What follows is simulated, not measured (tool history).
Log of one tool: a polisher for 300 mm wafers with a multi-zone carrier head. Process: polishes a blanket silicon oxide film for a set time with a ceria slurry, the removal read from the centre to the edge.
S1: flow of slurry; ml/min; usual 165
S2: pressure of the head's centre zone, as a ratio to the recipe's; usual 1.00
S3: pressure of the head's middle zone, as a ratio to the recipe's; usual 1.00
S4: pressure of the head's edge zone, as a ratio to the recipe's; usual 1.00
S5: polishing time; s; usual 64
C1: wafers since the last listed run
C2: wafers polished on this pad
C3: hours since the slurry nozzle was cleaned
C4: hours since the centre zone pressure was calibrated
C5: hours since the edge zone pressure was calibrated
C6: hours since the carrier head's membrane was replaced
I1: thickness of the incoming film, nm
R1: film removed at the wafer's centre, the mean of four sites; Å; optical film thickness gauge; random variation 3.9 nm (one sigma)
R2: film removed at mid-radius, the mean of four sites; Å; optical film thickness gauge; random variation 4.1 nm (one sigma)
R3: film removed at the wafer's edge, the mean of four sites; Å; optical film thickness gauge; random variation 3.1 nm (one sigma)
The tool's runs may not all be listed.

run	day	S1	S2	S3	S4	S5	C1	C2	C3	C4	C5	C6	I1	R1	R2	R3
1	0.000	165	1.00	1.00	1.00	72	0	1140	298.2	385.8	1305.8	1450.8	1295.4	4367	4482	4578
2	0.608	165	1.00	1.00	1.00	64	95	1236	312.8	400.4	1320.4	1465.4	1262.3	3924	3998	4032
# day 0.992: worn pad replaced by a new one
3	1.338	165	1.00	1.00	1.00	64	88	54	330.3	417.9	1337.9	1482.9	1305.6	4120	4159	4135
4	2.104	165	1.00	1.00	1.00	64	120	174	348.7	436.3	1356.3	1501.3	1269.0	4111	4075	4146
5	6.021	165	1.00	1.00	1.00	64	613	787	442.7	530.3	1450.3	1595.3	1252.8	3879	3987	4007
6	6.592	165	1.00	1.00	0.93	64	89	877	456.4	544.0	1464.0	1609.0	1277.4	3870	3941	3915
7	7.125	165	1.00	1.00	0.93	64	83	960	469.2	556.8	1476.8	1621.8	1282.9	3875	3971	3917
# day 7.488: edge zone pressure recalibrated
8	7.721	165	1.00	1.00	0.93	64	80	1041	483.5	571.1	5.6	1636.1	1287.7	3861	3965	3900
9	8.279	165	1.00	1.00	1.00	64	87	1128	496.9	584.5	19.0	1649.5	1285.0	3866	3930	3994
10	9.242	165	1.00	1.00	1.00	64	150	1279	520.0	607.6	42.1	1672.6	1292.8	3892	3947	3988
# day 9.508: worn pad replaced by a new one
# day 10.621: carrier head's membrane replaced by a new one
11	10.704	135	0.90	1.03	1.00	53	170	154	555.1	642.7	77.2	2.0	1267.1	2593	3004	3001
12	11.425	150	1.00	1.06	1.00	71	112	267	572.4	660.0	94.5	19.3	1297.9	3942	4172	3984
# day 11.508: slurry nozzle cleaned
# day 11.962: centre zone pressure recalibrated
13	12.200	130	1.00	0.92	0.91	56	101	369	16.6	5.7	113.1	37.9	1298.4	2938	2791	2935
14	13.612	165	1.00	1.00	1.00	64	221	590	50.5	39.6	147.0	71.8	1279.1	3485	3602	3576
# day 14.646: worn pad replaced by a new one, repeated, since the last time left the tool worse
15	14.967	165	0.91	1.07	1.00	64	186	50	83.0	72.1	179.5	104.3	1296.5	3767	4413	4186
16	16.325	185	1.09	0.96	1.00	64	212	263	115.6	104.7	212.1	136.9	1287.9	4455	4008	4146
17	17.271	165	1.00	0.93	1.00	64	148	411	138.3	127.4	234.8	159.6	1293.9	3954	3802	4126
18	18.729	165	1.00	1.00	1.00	64	228	639	173.3	162.4	269.8	194.6	1283.0	3896	3991	4056
19	20.008	165	1.07	1.00	1.00	56	200	840	204.0	193.1	300.5	225.3	1288.8	3581	3495	3505
20	20.846	165	1.00	1.00	1.00	51	131	971	224.1	213.2	320.6	245.4	1288.7	3062	3164	3199
# day 21.983: worn pad replaced by a new one
21	22.038	140	1.00	1.05	1.00	64	160	8	252.7	241.8	349.2	274.0	1271.7	3926	4186	4091
22	22.992	145	1.03	0.89	0.92	64	149	157	275.6	264.7	372.1	296.9	1285.5	4102	3652	3901

4 ways to go on from here, each from the tool as it stands after run 22. What would each give?
A	23.008	165	1.00	1.00	1.00	64	2	160	276.0	265.1	372.5	297.3	1285.1	?	?	?
B	23.008	165	1.00	1.00	0.95	85	2	160	276.0	265.1	372.5	297.3	1285.1	?	?	?
C	23.008	130	0.92	1.00	0.96	64	2	160	276.0	265.1	372.5	297.3	1285.1	?	?	?
D	23.008	190	1.00	1.00	1.08	64	2	160	276.0	265.1	372.5	297.3	1285.1	?	?	?

run	R1	R2	R3
A	4108	4119	4162
B	5456	5471	5395
C	3631	3942	3953
D	4212	4211	4394
Without the tool's hidden state the same runs would have given:
run	R1	R2	R3
A	4196	4207	4252
B	5573	5588	5510
C	3709	4026	4038
D	4302	4301	4489
